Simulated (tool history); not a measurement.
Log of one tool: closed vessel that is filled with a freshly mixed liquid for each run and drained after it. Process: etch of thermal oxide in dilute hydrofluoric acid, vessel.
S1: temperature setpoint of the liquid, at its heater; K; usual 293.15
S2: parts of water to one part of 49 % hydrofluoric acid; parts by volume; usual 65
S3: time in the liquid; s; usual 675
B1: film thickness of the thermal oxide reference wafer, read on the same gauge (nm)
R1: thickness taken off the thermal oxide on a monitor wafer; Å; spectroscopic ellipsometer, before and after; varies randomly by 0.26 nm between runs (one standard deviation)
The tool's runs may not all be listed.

run   hour      S1  S2   S3      B1     R1
  1      0  293.15  65  675  110.02  487.6
  2   16.6  293.15  65  675     110    489
  3     43  293.15  45  675     110  725.6
  4     63  293.15  45  675  109.99  727.4
  5   96.6  293.15  45  675  110.04  721.2
  6  115.5  293.15  50  675     110  643.4
  7  134.3  293.15  50  675  110.01  649.7
  8  152.8  293.15  65  675  110.01  490.8
       177  -- gauge calibrated
  9  179.6  293.15  65  675     110  488.6
 10  201.2  293.15  65  675     110    494
 11  229.8  293.15  65  675     110  488.7
 12  264.4  293.15  65  675  110.02  496.5
       274  -- hydrofluoric acid flow meter replaced
 13  284.2  293.15  65  675     110  490.3
     289.4  -- thermometer replaced
 14  308.6  293.15  65  675     110  445.5
 15  326.9  290.65  85  675  109.98  299.8
 16  346.9  293.15  65  675     110  447.2
 17    361  293.15  65  675  109.98  444.5
 18  374.3  290.15  90  930  109.98  382.2
 19  397.8  297.15  65  505  109.99  393.4

Forecast run 20:
 20  447.3  290.15  55  545   ?   ?

B1: 109.99
R1: 378.9 Å
If the tool had no hidden condition, the same run with the same run-to-run variation would have returned R1 370.9 Å.
